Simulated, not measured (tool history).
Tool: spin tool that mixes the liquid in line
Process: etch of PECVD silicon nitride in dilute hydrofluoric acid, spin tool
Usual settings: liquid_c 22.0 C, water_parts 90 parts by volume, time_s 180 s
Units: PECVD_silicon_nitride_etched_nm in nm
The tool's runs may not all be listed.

run	hour	liquid_c	water_parts	time_s	wafers since the last listed run	hours since the thermometer was replaced	hours since the hydrofluoric acid flow meter was replaced	hours since the gauge calibration	read-back film thickness of the PECVD silicon nitride reference wafer, read on the same gauge (nm)	PECVD_silicon_nitride_etched_nm
1	0.0	22.0	90	115	0	2.5	1649.0	977.5	28.908	2.365
2	16.3	22.0	70	180	88	18.8	1665.3	993.8	28.916	4.762
3	44.1	22.0	70	180	150	46.6	1693.1	1021.6	28.879	4.721
4	59.8	22.0	70	180	85	62.3	1708.8	1037.3	28.874	4.758
5	80.8	22.0	90	215	113	83.3	1729.8	1058.3	28.859	4.471
6	93.9	22.0	90	180	71	96.4	1742.9	1071.4	28.831	3.667
7	117.2	22.0	90	180	126	119.7	1766.2	1094.7	28.858	3.712
8	132.1	22.0	90	180	80	134.6	1781.1	1109.6	28.879	3.652
9	159.7	22.0	90	180	149	162.2	1808.7	1137.2	28.860	3.756
10	177.6	22.0	55	145	97	180.1	1826.6	1155.1	28.896	4.887
# hour 188.2: gauge calibrated
11	271.3	19.5	90	180	508	273.8	1920.3	83.1	29.920	3.285
12	291.1	19.0	70	90	107	293.6	1940.1	102.9	29.924	1.962
13	323.8	22.0	50	180	177	326.3	1972.8	135.6	29.798	6.774
14	422.0	17.0	70	135	532	424.5	2071.0	233.8	29.657	2.544
15	444.4	22.0	90	95	121	446.9	2093.4	256.2	29.644	1.999
16	466.8	22.0	90	180	121	469.3	2115.8	278.6	29.579	3.803
17	490.8	26.5	55	95	130	493.3	2139.8	302.6	29.534	4.372
18	506.2	26.0	55	230	83	508.7	2155.2	318.0	29.509	10.146
19	539.5	22.0	90	180	180	542.0	2188.5	351.3	29.475	3.764
20	571.7	22.0	90	280	174	574.2	2220.7	383.5	29.385	5.815
21	592.6	22.0	90	180	113	595.1	2241.6	404.4	29.415	3.783
# hour 608.0: hydrofluoric acid flow meter replaced
22	622.4	22.0	45	210	156	624.9	14.4	434.2	29.382	8.704
# hour 634.4: thermometer replaced
23	655.3	22.0	55	180	173	20.9	47.3	467.1	29.359	6.095
24	668.0	22.0	90	230	68	33.6	60.0	479.8	29.323	4.835
25	742.3	22.0	90	180	403	107.9	134.3	554.1	29.225	3.752
26	754.8	22.0	90	180	67	120.4	146.8	566.6	29.232	3.726
27	767.3	17.0	90	180	67	132.9	159.3	579.1	29.258	2.642
28	793.8	22.0	90	180	143	159.4	185.8	605.6	29.230	3.760
29	824.1	22.0	90	90	164	189.7	216.1	635.9	29.211	1.853
30	849.2	22.0	90	230	136	214.8	241.2	661.0	29.231	4.771
31	867.4	22.0	90	180	98	233.0	259.4	679.2	29.180	3.697
32	885.8	26.0	125	135	99	251.4	277.8	697.6	29.170	2.634
33	920.1	22.0	90	115	186	285.7	312.1	731.9	29.149	2.366

Some steps in PECVD_silicon_nitride_etched_nm between neighbouring runs. How much of each would the tool show without its hidden state too (settings, what came in, random variation), and how much is left for the hidden state, with any gauge scatter that isn't in both results?
The hidden state here: liquid colder than its thermometer reads (K); hydrofluoric acid flow above the setpoint (%); gauge reads high (%).
Run 10 -> 11: liquid_c 22.0 -> 19.5, water_parts 55 -> 90, time_s 145 -> 180, gauge calibrated. PECVD_silicon_nitride_etched_nm -1.602 nm: hidden state +0.187, all else -1.789.
Run 17 -> 18: liquid_c 26.5 -> 26.0, time_s 95 -> 230. PECVD_silicon_nitride_etched_nm +5.774 nm: hidden state -0.099, all else +5.873.
Run 18 -> 19: liquid_c 26.0 -> 22.0, water_parts 55 -> 90, time_s 230 -> 180. PECVD_silicon_nitride_etched_nm -6.382 nm: hidden state +0.100, all else -6.482.
Run 21 -> 22: water_parts 90 -> 45, time_s 180 -> 210, hydrofluoric acid flow meter replaced. PECVD_silicon_nitride_etched_nm +4.921 nm: hidden state -0.110, all else +5.031.

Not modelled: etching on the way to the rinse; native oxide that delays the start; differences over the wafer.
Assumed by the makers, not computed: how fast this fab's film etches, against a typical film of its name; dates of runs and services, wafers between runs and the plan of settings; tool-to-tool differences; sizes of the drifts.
